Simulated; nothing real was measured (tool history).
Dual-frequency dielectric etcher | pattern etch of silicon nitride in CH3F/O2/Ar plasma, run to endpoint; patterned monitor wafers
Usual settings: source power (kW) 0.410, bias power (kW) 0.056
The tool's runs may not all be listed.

| run | day | source power (kW) | bias power (kW) | incoming incoming film thickness, nm | endpoint time (s) |
|---|---|---|---|---|---|
| 1 | 0.000 | 0.410 | 0.056 | 40.16 | 60.9 |
| 2 | 0.588 | 0.410 | 0.056 | 39.53 | 59.8 |
| 3 | 0.846 | 0.410 | 0.056 | 39.73 | 60.0 |
| 4 | 1.154 | 0.410 | 0.056 | 39.97 | 59.9 |
| 5 | 1.833 | 0.410 | 0.056 | 39.96 | 59.8 |
| 6 | 3.217 | 0.410 | 0.056 | 40.01 | 59.8 |
| 7 | 3.533 | 0.410 | 0.056 | 40.00 | 60.3 |
| 8 | 3.838 | 0.480 | 0.050 | 39.66 | 58.5 |
| 9 | 4.121 | 0.410 | 0.060 | 39.51 | 57.8 |
| 10 | 5.400 | 0.350 | 0.048 | 40.06 | 75.8 |
| 11 | 5.412 | 0.410 | 0.056 | 39.77 | 66.3 |
| 12 | 7.217 | 0.410 | 0.056 | 39.62 | 62.2 |
| 13 | 7.233 | 0.410 | 0.056 | 39.40 | 61.8 |
| 14 | 7.246 | 0.340 | 0.043 | 39.45 | 74.4 |
| 15 | 7.625 | 0.480 | 0.049 | 39.66 | 60.8 |
| 16 | 8.346 | 0.450 | 0.067 | 39.85 | 55.8 |
| 17 | 9.029 | 0.500 | 0.051 | 39.72 | 58.7 |

Taken out of this log: 5 entries between the listed runs. Where each belongs, and how the hidden state differs across it:
Between runs 5 and 6: bias power generator calibrated (day 3.046); source power generator calibrated (day 3.196)
  etch rate over this chamber's usual, %: 3.72 -> 3.98
  measured less the result without the state, endpoint time (s): -2.2 -> -2.4
Between runs 9 and 10: wet clean of the chamber (day 5.379)
  etch rate over this chamber's usual, %: 4.15 -> -6.89
  measured less the result without the state, endpoint time (s): -2.4 -> +5.2
Between runs 11 and 12: upper electrode replaced (day 6.975); wet clean of the chamber, repeated, since the last time left the tool worse (day 7.196)
  etch rate over this chamber's usual, %: -6.89 -> -0.244
  measured less the result without the state, endpoint time (s): +4.5 -> +0.1
